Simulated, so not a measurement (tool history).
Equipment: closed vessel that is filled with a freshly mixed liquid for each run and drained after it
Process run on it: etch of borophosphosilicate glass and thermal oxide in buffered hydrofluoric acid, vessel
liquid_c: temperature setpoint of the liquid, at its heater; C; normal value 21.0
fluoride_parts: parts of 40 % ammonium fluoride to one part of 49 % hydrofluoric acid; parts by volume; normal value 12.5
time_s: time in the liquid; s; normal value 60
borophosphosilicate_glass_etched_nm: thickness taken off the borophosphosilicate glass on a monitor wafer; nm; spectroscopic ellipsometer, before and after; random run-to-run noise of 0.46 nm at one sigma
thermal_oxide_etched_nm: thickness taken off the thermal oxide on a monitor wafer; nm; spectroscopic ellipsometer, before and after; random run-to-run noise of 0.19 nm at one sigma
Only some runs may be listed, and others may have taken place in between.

| run | hour | liquid_c | fluoride_parts | time_s | read-back film thickness of the borophosphosilicate glass reference wafer, read on the same gauge (nm) | read-back film thickness of the thermal oxide reference wafer, read on the same gauge (nm) | borophosphosilicate_glass_etched_nm | thermal_oxide_etched_nm |
|---|---|---|---|---|---|---|---|---|
| 1 | 0.0 | 21.0 | 12.5 | 60 | 60.01 | 150.00 | 110.56 | 47.74 |
| 2 | 175.7 | 21.0 | 12.5 | 60 | 59.98 | 150.00 | 111.76 | 47.64 |
| 3 | 240.1 | 18.0 | 10.0 | 60 | 60.02 | 149.97 | 116.20 | 49.50 |
| 4 | 265.5 | 25.5 | 12.5 | 60 | 60.00 | 150.03 | 143.44 | 60.77 |
|  | 319.0 | thermometer replaced |
| 5 | 326.4 | 21.0 | 11.0 | 60 | 60.01 | 150.01 | 126.69 | 54.20 |
| 6 | 356.6 | 21.0 | 14.5 | 60 | 60.01 | 150.02 | 96.84 | 41.60 |
|  | 401.5 | gauge calibrated |
| 7 | 417.7 | 25.5 | 17.5 | 35 | 60.04 | 149.99 | 60.18 | 25.87 |
| 8 | 609.8 | 21.0 | 12.5 | 60 | 60.01 | 149.96 | 114.16 | 48.60 |
| 9 | 674.9 | 21.0 | 12.5 | 60 | 59.99 | 150.00 | 113.56 | 48.77 |
| 10 | 742.9 | 21.0 | 12.5 | 60 | 60.02 | 149.99 | 114.33 | 48.67 |
| 11 | 787.8 | 21.0 | 12.5 | 60 | 60.01 | 150.02 | 113.53 | 48.91 |
|  | 812.6 | hydrofluoric acid flow meter replaced |
| 12 | 847.2 | 23.0 | 15.5 | 85 | 60.03 | 150.02 | 136.69 | 58.72 |
| 13 | 882.7 | 17.0 | 15.5 | 80 | 60.01 | 150.01 | 92.93 | 39.60 |
| 14 | 936.1 | 23.5 | 9.0 | 30 | 60.02 | 150.03 | 82.09 | 35.16 |
| 15 | 966.1 | 23.0 | 14.5 | 45 | 59.99 | 150.02 | 77.87 | 33.28 |
| 16 | 998.8 | 24.0 | 17.0 | 35 | 60.00 | 150.03 | 54.77 | 23.46 |
| 17 | 1045.0 | 21.0 | 12.5 | 60 | 60.00 | 149.99 | 108.91 | 46.27 |
| 18 | 1079.3 | 21.0 | 17.0 | 60 | 60.02 | 150.01 | 79.71 | 34.26 |
| 19 | 1127.1 | 17.0 | 12.5 | 60 | 59.98 | 150.02 | 86.80 | 36.83 |
| 20 | 1153.4 | 26.0 | 14.5 | 60 | 60.03 | 149.97 | 122.87 | 52.28 |
| 21 | 1220.3 | 21.0 | 12.5 | 60 | 60.01 | 150.03 | 109.23 | 46.32 |
| 22 | 1278.2 | 21.0 | 12.5 | 60 | 60.01 | 149.98 | 109.20 | 46.46 |
| 23 | 1309.5 | 18.5 | 12.5 | 60 | 60.00 | 149.98 | 94.55 | 40.42 |
| 24 | 1373.3 | 25.5 | 8.0 | 35 | 60.00 | 150.02 | 123.84 | 53.01 |
| 25 | 1444.5 | 21.0 | 14.5 | 30 | 59.98 | 149.97 | 47.43 | 20.30 |

Here are 4 independent what-if runs from the current tool condition. What would each one return?
| A | 1445.2 | 21.0 | 12.5 | 60 | ? | ? | ? | ? |
| B | 1445.2 | 19.0 | 10.5 | 60 | ? | ? | ? | ? |
| C | 1445.2 | 17.0 | 10.0 | 40 | ? | ? | ? | ? |
| D | 1445.2 | 21.0 | 12.5 | 30 | ? | ? | ? | ? |

| run | read-back film thickness of the borophosphosilicate glass reference wafer, read on the same gauge (nm) | read-back film thickness of the thermal oxide reference wafer, read on the same gauge (nm) | borophosphosilicate_glass_etched_nm | thermal_oxide_etched_nm |
|---|---|---|---|---|
| A | 60.01 | 150.02 | 109.03 | 46.78 |
| B | 60.01 | 150.02 | 115.88 | 49.59 |
| C | 60.01 | 150.02 | 71.80 | 30.66 |
| D | 60.01 | 150.02 | 54.52 | 23.39 |
With no hidden state in the tool, these same runs would have given:
| run | borophosphosilicate_glass_etched_nm | thermal_oxide_etched_nm |
|---|---|---|
| A | 106.16 | 45.56 |
| B | 112.83 | 48.30 |
| C | 70.56 | 30.14 |
| D | 53.08 | 22.78 |

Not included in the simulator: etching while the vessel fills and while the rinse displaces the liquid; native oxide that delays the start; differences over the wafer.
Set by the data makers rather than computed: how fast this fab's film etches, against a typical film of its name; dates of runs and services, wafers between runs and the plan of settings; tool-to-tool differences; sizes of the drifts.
